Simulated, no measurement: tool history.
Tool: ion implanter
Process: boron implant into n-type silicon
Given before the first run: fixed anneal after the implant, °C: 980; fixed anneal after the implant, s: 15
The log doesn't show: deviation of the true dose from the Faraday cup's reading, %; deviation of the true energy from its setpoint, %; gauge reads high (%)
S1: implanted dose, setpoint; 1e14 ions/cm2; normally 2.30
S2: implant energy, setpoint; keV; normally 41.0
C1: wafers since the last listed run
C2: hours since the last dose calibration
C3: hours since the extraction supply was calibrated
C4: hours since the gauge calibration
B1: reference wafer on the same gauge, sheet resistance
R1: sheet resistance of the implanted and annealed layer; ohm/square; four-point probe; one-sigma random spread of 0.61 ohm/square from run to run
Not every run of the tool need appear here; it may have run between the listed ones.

{"run": 1, "hour": 0.0, "S1": 2.3, "S2": 41.0, "C1": 0, "C2": 192.4, "C3": 1130.8, "C4": 979.5, "B1": 328.28, "R1": 405.19}
{"hour": 9.2, "done": "gauge calibrated"}
{"run": 2, "hour": 52.0, "S1": 2.61, "S2": 41.0, "C1": 856, "C2": 244.4, "C3": 1182.8, "C4": 42.8, "B1": 327.99, "R1": 371.88}
{"run": 3, "hour": 92.1, "S1": 2.61, "S2": 41.0, "C1": 660, "C2": 284.5, "C3": 1222.9, "C4": 82.9, "B1": 328.06, "R1": 373.03}
{"run": 4, "hour": 150.2, "S1": 2.16, "S2": 31.5, "C1": 956, "C2": 342.6, "C3": 1281.0, "C4": 141.0, "B1": 328.14, "R1": 437.4}
{"run": 5, "hour": 182.1, "S1": 2.16, "S2": 31.5, "C1": 525, "C2": 374.5, "C3": 1312.9, "C4": 172.9, "B1": 327.91, "R1": 438.06}
{"run": 6, "hour": 245.8, "S1": 2.16, "S2": 31.5, "C1": 1048, "C2": 438.2, "C3": 1376.6, "C4": 236.6, "B1": 327.84, "R1": 438.76}
{"run": 7, "hour": 309.2, "S1": 2.52, "S2": 33.0, "C1": 1043, "C2": 501.6, "C3": 1440.0, "C4": 300.0, "B1": 327.79, "R1": 391.57}
{"run": 8, "hour": 393.1, "S1": 2.52, "S2": 33.0, "C1": 1381, "C2": 585.5, "C3": 1523.9, "C4": 383.9, "B1": 328.16, "R1": 392.59}
{"run": 9, "hour": 445.8, "S1": 2.3, "S2": 41.0, "C1": 867, "C2": 638.2, "C3": 1576.6, "C4": 436.6, "B1": 327.99, "R1": 406.12}
{"run": 10, "hour": 504.5, "S1": 2.3, "S2": 41.0, "C1": 966, "C2": 696.9, "C3": 1635.3, "C4": 495.3, "B1": 327.83, "R1": 405.78}
{"run": 11, "hour": 542.1, "S1": 1.96, "S2": 41.0, "C1": 618, "C2": 734.5, "C3": 1672.9, "C4": 532.9, "B1": 327.73, "R1": 451.29}
{"run": 12, "hour": 579.6, "S1": 2.82, "S2": 32.0, "C1": 617, "C2": 772.0, "C3": 1710.4, "C4": 570.4, "B1": 327.99, "R1": 364.35}
{"hour": 780.7, "done": "Faraday cup replaced and dose calibrated"}
{"hour": 780.7, "done": "extraction supply calibrated"}
{"run": 13, "hour": 781.2, "S1": 2.92, "S2": 44.5, "C1": 3185, "C2": 0.5, "C3": 0.5, "C4": 772.0, "B1": 327.84, "R1": 342.39}
{"run": 14, "hour": 821.1, "S1": 2.54, "S2": 34.0, "C1": 656, "C2": 40.4, "C3": 40.4, "C4": 811.9, "B1": 327.99, "R1": 387.9}
{"hour": 877.8, "done": "gauge calibrated"}
{"run": 15, "hour": 885.6, "S1": 2.62, "S2": 41.0, "C1": 1061, "C2": 104.9, "C3": 104.9, "C4": 7.8, "B1": 327.88, "R1": 371.56}
{"run": 16, "hour": 916.9, "S1": 1.63, "S2": 52.5, "C1": 515, "C2": 136.2, "C3": 136.2, "C4": 39.1, "B1": 328.04, "R1": 485.14}
{"run": 17, "hour": 983.2, "S1": 1.74, "S2": 32.0, "C1": 1091, "C2": 202.5, "C3": 202.5, "C4": 105.4, "B1": 328.04, "R1": 507.92}
{"run": 18, "hour": 1054.4, "S1": 1.75, "S2": 32.0, "C1": 1172, "C2": 273.7, "C3": 273.7, "C4": 176.6, "B1": 328.01, "R1": 506.11}
{"run": 19, "hour": 1083.2, "S1": 2.3, "S2": 34.0, "C1": 474, "C2": 302.5, "C3": 302.5, "C4": 205.4, "B1": 328.06, "R1": 414.74}
{"run": 20, "hour": 1126.4, "S1": 2.75, "S2": 55.0, "C1": 711, "C2": 345.7, "C3": 345.7, "C4": 248.6, "B1": 327.86, "R1": 345.48}
{"run": 21, "hour": 1151.4, "S1": 2.3, "S2": 41.0, "C1": 411, "C2": 370.7, "C3": 370.7, "C4": 273.6, "B1": 327.87, "R1": 406.02}
{"run": 22, "hour": 1202.9, "S1": 2.3, "S2": 41.0, "C1": 847, "C2": 422.2, "C3": 422.2, "C4": 325.1, "B1": 327.91, "R1": 405.11}
{"run": 23, "hour": 1257.6, "S1": 2.3, "S2": 41.0, "C1": 900, "C2": 476.9, "C3": 476.9, "C4": 379.8, "B1": 327.94, "R1": 405.82}

Run-by-run hidden state of the tool:
deviation of the true energy from its setpoint, %: 0, the same for each run
gauge reads high (%): 0, the same for each run
H1: deviation of the true dose from the Faraday cup's reading, %
run=1 H1=0.26
run=2 H1=0.233
run=3 H1=0.207
run=4 H1=0.163
run=5 H1=0.135
run=6 H1=0.0723
run=7 H1=0.00000303
run=8 H1=-0.111
run=9 H1=-0.189
run=10 H1=-0.284
run=11 H1=-0.349
run=12 H1=-0.418
run=13 H1=0.126
run=14 H1=0.124
run=15 H1=0.112
run=16 H1=0.103
run=17 H1=0.0757
run=18 H1=0.0345
run=19 H1=0.0144
run=20 H1=-0.0196
run=21 H1=-0.0414
run=22 H1=-0.0909
run=23 H1=-0.151
